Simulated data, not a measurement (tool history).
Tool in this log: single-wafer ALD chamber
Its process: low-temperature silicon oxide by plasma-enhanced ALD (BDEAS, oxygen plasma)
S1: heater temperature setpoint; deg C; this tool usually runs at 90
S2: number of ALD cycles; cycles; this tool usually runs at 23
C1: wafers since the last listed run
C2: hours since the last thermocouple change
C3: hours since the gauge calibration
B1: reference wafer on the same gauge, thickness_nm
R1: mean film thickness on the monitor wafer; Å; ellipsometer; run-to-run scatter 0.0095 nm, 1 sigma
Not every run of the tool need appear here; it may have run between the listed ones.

run 1 hour=0.0 | S1=90 S2=23 | C1=0 C2=704.7 C3=89.8 | B1=2.749 | R1=32.16
run 2 hour=15.9 | S1=90 S2=23 | C1=188 C2=720.6 C3=105.7 | B1=2.750 | R1=32.02
run 3 hour=39.9 | S1=90 S2=23 | C1=284 C2=744.6 C3=129.7 | B1=2.749 | R1=32.12
run 4 hour=57.5 | S1=90 S2=23 | C1=208 C2=762.2 C3=147.3 | B1=2.749 | R1=32.12
run 5 hour=90.7 | S1=90 S2=23 | C1=394 C2=795.4 C3=180.5 | B1=2.749 | R1=32.17
run 6 hour=135.0 | S1=90 S2=23 | C1=525 C2=839.7 C3=224.8 | B1=2.752 | R1=32.18
run 7 hour=156.1 | S1=90 S2=23 | C1=250 C2=860.8 C3=245.9 | B1=2.749 | R1=32.24
run 8 hour=172.8 | S1=90 S2=23 | C1=198 C2=877.5 C3=262.6 | B1=2.748 | R1=31.99
-- hour=201.9 thermocouple changed; heater temperature recalibrated
run 9 hour=227.9 | S1=90 S2=21 | C1=559 C2=26.0 C3=317.7 | B1=2.752 | R1=29.85
run 10 hour=254.1 | S1=90 S2=23 | C1=310 C2=52.2 C3=343.9 | B1=2.747 | R1=32.68
run 11 hour=276.7 | S1=90 S2=23 | C1=268 C2=74.8 C3=366.5 | B1=2.747 | R1=32.75
run 12 hour=297.0 | S1=95 S2=26 | C1=240 C2=95.1 C3=386.8 | B1=2.751 | R1=36.20
run 13 hour=390.5 | S1=96 S2=27 | C1=1109 C2=188.6 C3=480.3 | B1=2.751 | R1=37.18
-- hour=422.1 gauge calibrated
run 14 hour=425.8 | S1=83 S2=23 | C1=418 C2=223.9 C3=3.7 | B1=2.750 | R1=33.14
run 15 hour=447.9 | S1=102 S2=20 | C1=262 C2=246.0 C3=25.8 | B1=2.750 | R1=27.13
run 16 hour=466.7 | S1=79 S2=25 | C1=223 C2=264.8 C3=44.6 | B1=2.752 | R1=36.52
run 17 hour=485.3 | S1=77 S2=21 | C1=220 C2=283.4 C3=63.2 | B1=2.750 | R1=30.84
run 18 hour=520.8 | S1=96 S2=27 | C1=421 C2=318.9 C3=98.7 | B1=2.749 | R1=37.10
run 19 hour=598.6 | S1=98 S2=27 | C1=923 C2=396.7 C3=176.5 | B1=2.748 | R1=36.90

Here are 5 independent what-if runs from the current tool condition. What would each one return?
run A hour=599.0 | S1=90 S2=19 | C1=4 C2=397.1 C3=176.9 | B1=? | R1=?
run B hour=599.0 | S1=90 S2=27 | C1=4 C2=397.1 C3=176.9 | B1=? | R1=?
run C hour=599.0 | S1=94 S2=18 | C1=4 C2=397.1 C3=176.9 | B1=? | R1=?
run D hour=599.0 | S1=102 S2=23 | C1=4 C2=397.1 C3=176.9 | B1=? | R1=?
run E hour=599.0 | S1=90 S2=26 | C1=4 C2=397.1 C3=176.9 | B1=? | R1=?

run=A B1=2.751 R1=26.60
run=B B1=2.751 R1=37.80
run=C B1=2.751 R1=24.83
run=D B1=2.751 R1=31.21
run=E B1=2.751 R1=36.40
The same runs, with their run-to-run variation unchanged, on a tool lacking any hidden condition would have given:
run=A R1=27.09
run=B R1=38.50
run=C R1=25.30
run=D R1=31.51
run=E R1=37.08
